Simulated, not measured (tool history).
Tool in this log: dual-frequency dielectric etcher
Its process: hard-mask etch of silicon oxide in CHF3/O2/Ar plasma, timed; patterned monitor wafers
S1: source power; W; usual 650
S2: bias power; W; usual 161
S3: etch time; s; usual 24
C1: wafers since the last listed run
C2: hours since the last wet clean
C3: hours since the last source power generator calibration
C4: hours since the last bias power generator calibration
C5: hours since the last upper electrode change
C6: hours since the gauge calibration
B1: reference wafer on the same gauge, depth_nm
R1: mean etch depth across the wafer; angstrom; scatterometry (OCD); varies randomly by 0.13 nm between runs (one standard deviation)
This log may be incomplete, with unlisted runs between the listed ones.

| run | hour | S1 | S2 | S3 | C1 | C2 | C3 | C4 | C5 | C6 | B1 | R1 |
|---|---|---|---|---|---|---|---|---|---|---|---|---|
| 1 | 0 | 650 | 161 | 28.5 | 0 | 116 | 982.4 | 3893.6 | 2451.8 | 2897.6 | 43.46 | 600.1 |
| 2 | 99.9 | 650 | 161 | 28.5 | 1483 | 215.9 | 1082.3 | 3993.5 | 2551.7 | 2997.5 | 43.45 | 601.2 |
| 3 | 145.7 | 650 | 161 | 24 | 680 | 261.7 | 1128.1 | 4039.3 | 2597.5 | 3043.3 | 43.48 | 506.8 |
|  | 349.9 | gauge calibrated |
| 4 | 390.7 | 650 | 161 | 24 | 3638 | 506.7 | 1373.1 | 4284.3 | 2842.5 | 40.8 | 43.44 | 504.1 |
|  | 488.3 | wet clean of the chamber |
| 5 | 488.8 | 650 | 161 | 24 | 1100 | 0.5 | 1471.2 | 4382.4 | 2940.6 | 138.9 | 43.47 | 505.9 |
| 6 | 578.1 | 650 | 161 | 24 | 1326 | 89.8 | 1560.5 | 4471.7 | 3029.9 | 228.2 | 43.52 | 506 |
| 7 | 614.9 | 730 | 161 | 24 | 546 | 126.6 | 1597.3 | 4508.5 | 3066.7 | 265 | 43.49 | 518.3 |
| 8 | 684.4 | 650 | 161 | 24 | 1032 | 196.1 | 1666.8 | 4578 | 3136.2 | 334.5 | 43.47 | 505.1 |
| 9 | 740.2 | 650 | 177 | 24 | 828 | 251.9 | 1722.6 | 4633.8 | 3192 | 390.3 | 43.5 | 517.1 |
| 10 | 837.1 | 650 | 177 | 24 | 1438 | 348.8 | 1819.5 | 4730.7 | 3288.9 | 487.2 | 43.49 | 517 |
| 11 | 874.7 | 650 | 177 | 24 | 558 | 386.4 | 1857.1 | 4768.3 | 3326.5 | 524.8 | 43.52 | 517.3 |
| 12 | 919.1 | 650 | 176 | 22.5 | 659 | 430.8 | 1901.5 | 4812.7 | 3370.9 | 569.2 | 43.46 | 486.5 |
| 13 | 990.5 | 580 | 141 | 22 | 1060 | 502.2 | 1972.9 | 4884.1 | 3442.3 | 640.6 | 43.47 | 440 |
|  | 1084.7 | wet clean of the chamber |
| 14 | 1085.2 | 780 | 127 | 28 | 1049 | 0.5 | 2067.6 | 4978.8 | 3537 | 735.3 | 43.46 | 583.7 |
| 15 | 1152 | 530 | 136 | 17.5 | 991 | 67.3 | 2134.4 | 5045.6 | 3603.8 | 802.1 | 43.56 | 342.2 |
| 16 | 1226.1 | 580 | 195 | 17.5 | 1100 | 141.4 | 2208.5 | 5119.7 | 3677.9 | 876.2 | 43.45 | 379.4 |
| 17 | 1325.9 | 580 | 130 | 18.5 | 1481 | 241.2 | 2308.3 | 5219.5 | 3777.7 | 976 | 43.49 | 365.4 |
|  | 1352.3 | upper electrode replaced |
| 18 | 1378.4 | 650 | 161 | 24 | 423 | 293.7 | 2360.8 | 5272 | 26.1 | 1028.5 | 43.46 | 506.8 |
|  | 1398 | bias power generator calibrated |
| 19 | 1446.6 | 760 | 161 | 27 | 953 | 361.9 | 2429 | 48.6 | 94.3 | 1096.7 | 43.48 | 594.7 |
|  | 1524.3 | source power generator calibrated |
| 20 | 1542.6 | 650 | 161 | 26 | 1366 | 457.9 | 18.3 | 144.6 | 190.3 | 1192.7 | 43.5 | 546.3 |
| 21 | 1579.3 | 580 | 141 | 22 | 544 | 494.6 | 55 | 181.3 | 227 | 1229.4 | 43.52 | 436.8 |
|  | 1618.3 | wet clean of the chamber |
| 22 | 1683.8 | 650 | 191 | 24 | 1195 | 65.5 | 159.5 | 285.8 | 331.5 | 1333.9 | 43.45 | 524.3 |
| 23 | 1773.6 | 760 | 161 | 19.5 | 1333 | 155.3 | 249.3 | 375.6 | 421.3 | 1423.7 | 43.5 | 423.5 |
| 24 | 1881.5 | 710 | 161 | 21 | 1602 | 263.2 | 357.2 | 483.5 | 529.2 | 1531.6 | 43.43 | 448.4 |
| 25 | 1961.6 | 650 | 177 | 24 | 1189 | 343.3 | 437.3 | 563.6 | 609.3 | 1611.7 | 43.48 | 515 |
| 26 | 2037.4 | 650 | 161 | 24 | 1125 | 419.1 | 513.1 | 639.4 | 685.1 | 1687.5 | 43.52 | 504.6 |
| 27 | 2103.2 | 650 | 161 | 29 | 977 | 484.9 | 578.9 | 705.2 | 750.9 | 1753.3 | 43.49 | 608.7 |
|  | 2173.1 | wet clean of the chamber |
| 28 | 2173.6 | 690 | 191 | 28.5 | 688 | 0.5 | 649.3 | 775.6 | 821.3 | 1823.7 | 43.47 | 631.9 |
| 29 | 2224.5 | 610 | 187 | 28.5 | 755 | 51.4 | 700.2 | 826.5 | 872.2 | 1874.6 | 43.51 | 609.2 |
| 30 | 2288.8 | 650 | 161 | 24 | 954 | 115.7 | 764.5 | 890.8 | 936.5 | 1938.9 | 43.53 | 504.3 |

Hidden state at the last listed run before each entry between runs and at the first one after, where it differs:
Runs 3 to 4: gauge calibrated (hour 349.9)
  source power that arrives over what is set, %: 0.831 -> 1.27
  the result without the hidden state subtracted from the measured one, R1: +1 -> +1.4 angstrom
Runs 4 to 5: wet clean of the chamber (hour 488.3)
  source power that arrives over what is set, %: 1.27 -> 1.47
  the result without the hidden state subtracted from the measured one, R1: +1.4 -> +1.6 angstrom
Runs 13 to 14: wet clean of the chamber (hour 1084.7)
  source power that arrives over what is set, %: 2.7 -> 2.98
  the result without the hidden state subtracted from the measured one, R1: +2.6 -> +3.8 angstrom
Runs 17 to 18: upper electrode replaced (hour 1352.3)
  source power that arrives over what is set, %: 3.73 -> 3.9
  the result without the hidden state subtracted from the measured one, R1: +2.9 -> +4.3 angstrom
Runs 18 to 19: bias power generator calibrated (hour 1398)
  source power that arrives over what is set, %: 3.9 -> 4.14
  the result without the hidden state subtracted from the measured one, R1: +4.3 -> +5.3 angstrom
Runs 19 to 20: source power generator calibrated (hour 1524.3)
  source power that arrives over what is set, %: 4.14 -> -0.396
  the result without the hidden state subtracted from the measured one, R1: +5.3 -> -0.5 angstrom
Runs 21 to 22: wet clean of the chamber (hour 1618.3)
  source power that arrives over what is set, %: -0.394 -> -0.378
  the result without the hidden state subtracted from the measured one, R1: -0.4 -> -0.4 angstrom
Runs 27 to 28: wet clean of the chamber (hour 2173.1)
  source power that arrives over what is set, %: -0.157 -> -0.0948
  the result without the hidden state subtracted from the measured one, R1: -0.2 -> -0.2 angstrom

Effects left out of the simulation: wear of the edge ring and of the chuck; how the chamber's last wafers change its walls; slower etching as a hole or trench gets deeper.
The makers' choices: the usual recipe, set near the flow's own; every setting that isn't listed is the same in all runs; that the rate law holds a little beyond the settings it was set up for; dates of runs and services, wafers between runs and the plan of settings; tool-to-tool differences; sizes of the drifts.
